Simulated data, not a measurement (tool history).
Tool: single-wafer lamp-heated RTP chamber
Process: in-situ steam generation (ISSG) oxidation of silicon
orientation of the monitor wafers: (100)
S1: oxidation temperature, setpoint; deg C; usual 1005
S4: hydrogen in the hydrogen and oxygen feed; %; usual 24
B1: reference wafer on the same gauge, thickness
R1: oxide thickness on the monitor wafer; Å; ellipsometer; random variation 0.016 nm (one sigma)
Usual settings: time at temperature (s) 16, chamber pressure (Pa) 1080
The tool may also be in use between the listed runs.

{"run": 1, "day": 0.0, "S1": 1005, "time at temperature (s)": 16, "chamber pressure (Pa)": 1080, "S4": 24, "B1": 5.521, "R1": 56.11}
{"day": 1.325, "done": "gauge calibrated"}
{"run": 2, "day": 4.988, "S1": 1005, "time at temperature (s)": 16, "chamber pressure (Pa)": 1200, "S4": 24, "B1": 5.519, "R1": 55.79}
{"run": 3, "day": 7.692, "S1": 1005, "time at temperature (s)": 16, "chamber pressure (Pa)": 1080, "S4": 24, "B1": 5.531, "R1": 56.21}
{"run": 4, "day": 12.167, "S1": 1005, "time at temperature (s)": 16, "chamber pressure (Pa)": 1080, "S4": 24, "B1": 5.528, "R1": 56.63}
{"day": 12.662, "done": "pyrometer window cleaned and pyrometer calibrated"}
{"run": 5, "day": 13.912, "S1": 1005, "time at temperature (s)": 16, "chamber pressure (Pa)": 1080, "S4": 24, "B1": 5.523, "R1": 55.72}
{"run": 6, "day": 15.367, "S1": 1005, "time at temperature (s)": 16, "chamber pressure (Pa)": 1080, "S4": 24, "B1": 5.518, "R1": 55.8}
{"day": 16.621, "done": "pressure gauge zeroed"}
{"run": 7, "day": 18.338, "S1": 991, "time at temperature (s)": 16, "chamber pressure (Pa)": 1080, "S4": 24, "B1": 5.521, "R1": 53.21}
{"run": 8, "day": 19.617, "S1": 991, "time at temperature (s)": 16, "chamber pressure (Pa)": 1080, "S4": 24, "B1": 5.524, "R1": 53.41}
{"run": 9, "day": 22.275, "S1": 991, "time at temperature (s)": 16, "chamber pressure (Pa)": 1080, "S4": 24, "B1": 5.519, "R1": 53.59}
{"run": 10, "day": 24.012, "S1": 1005, "time at temperature (s)": 16, "chamber pressure (Pa)": 1080, "S4": 24, "B1": 5.521, "R1": 56.67}
{"run": 11, "day": 25.35, "S1": 1005, "time at temperature (s)": 11, "chamber pressure (Pa)": 1080, "S4": 24, "B1": 5.515, "R1": 47.71}
{"run": 12, "day": 26.721, "S1": 1022, "time at temperature (s)": 16, "chamber pressure (Pa)": 1080, "S4": 24, "B1": 5.514, "R1": 61.16}
{"day": 28.617, "done": "hydrogen flow controller replaced"}
{"run": 13, "day": 29.238, "S1": 1005, "time at temperature (s)": 16, "chamber pressure (Pa)": 1080, "S4": 24, "B1": 5.519, "R1": 56.7}
{"day": 32.471, "done": "pyrometer window cleaned and pyrometer calibrated"}
{"run": 14, "day": 32.492, "S1": 1022, "time at temperature (s)": 16, "chamber pressure (Pa)": 1080, "S4": 24, "B1": 5.52, "R1": 59.73}
{"run": 15, "day": 38.171, "S1": 998, "time at temperature (s)": 16, "chamber pressure (Pa)": 1160, "S4": 24, "B1": 5.527, "R1": 54.4}
{"run": 16, "day": 41.029, "S1": 1005, "time at temperature (s)": 16, "chamber pressure (Pa)": 1080, "S4": 24, "B1": 5.519, "R1": 56.33}
{"run": 17, "day": 43.179, "S1": 1023, "time at temperature (s)": 16, "chamber pressure (Pa)": 1187, "S4": 20, "B1": 5.517, "R1": 58.15}
{"day": 46.012, "done": "gauge calibrated"}
{"run": 18, "day": 46.067, "S1": 1005, "time at temperature (s)": 20, "chamber pressure (Pa)": 1080, "S4": 24, "B1": 5.516, "R1": 63.37}
{"run": 19, "day": 48.462, "S1": 1005, "time at temperature (s)": 16, "chamber pressure (Pa)": 1080, "S4": 30, "B1": 5.523, "R1": 60.62}
{"day": 49.783, "done": "pyrometer window cleaned and pyrometer calibrated"}
{"run": 20, "day": 50.583, "S1": 999, "time at temperature (s)": 20, "chamber pressure (Pa)": 1080, "S4": 24, "B1": 5.516, "R1": 60.25}
{"run": 21, "day": 52.696, "S1": 991, "time at temperature (s)": 16, "chamber pressure (Pa)": 1080, "S4": 24, "B1": 5.523, "R1": 52.91}
{"run": 22, "day": 54.979, "S1": 996, "time at temperature (s)": 16, "chamber pressure (Pa)": 920, "S4": 24, "B1": 5.52, "R1": 53.71}
{"run": 23, "day": 56.862, "S1": 1015, "time at temperature (s)": 16, "chamber pressure (Pa)": 947, "S4": 20, "B1": 5.523, "R1": 55.92}
{"run": 24, "day": 58.833, "S1": 992, "time at temperature (s)": 13, "chamber pressure (Pa)": 1013, "S4": 32, "B1": 5.527, "R1": 53.21}
{"run": 25, "day": 60.721, "S1": 1005, "time at temperature (s)": 16, "chamber pressure (Pa)": 1080, "S4": 24, "B1": 5.518, "R1": 56.43}
{"run": 26, "day": 62.933, "S1": 1005, "time at temperature (s)": 13, "chamber pressure (Pa)": 1080, "S4": 24, "B1": 5.521, "R1": 51.58}
{"run": 27, "day": 65.488, "S1": 1005, "time at temperature (s)": 16, "chamber pressure (Pa)": 1080, "S4": 24, "B1": 5.523, "R1": 57.1}
{"day": 67.342, "done": "pyrometer window cleaned and pyrometer calibrated"}
{"run": 28, "day": 67.362, "S1": 1005, "time at temperature (s)": 16, "chamber pressure (Pa)": 1080, "S4": 21, "B1": 5.522, "R1": 53.83}
{"run": 29, "day": 68.217, "S1": 1005, "time at temperature (s)": 16, "chamber pressure (Pa)": 1080, "S4": 24, "B1": 5.516, "R1": 55.47}
{"run": 30, "day": 70.712, "S1": 1005, "time at temperature (s)": 16, "chamber pressure (Pa)": 1080, "S4": 24, "B1": 5.522, "R1": 56.01}
{"run": 31, "day": 71.821, "S1": 1005, "time at temperature (s)": 16, "chamber pressure (Pa)": 947, "S4": 27, "B1": 5.52, "R1": 57.82}

Run 32 comes next. What will it give?
{"run": 32, "day": 73.162, "S1": 1017, "time at temperature (s)": 16, "chamber pressure (Pa)": 1080, "S4": 20, "B1": "?", "R1": "?"}

B1: 5.522
R1: 56.39 Å
Without the tool's hidden state the same run would have given R1 55.14 Å.
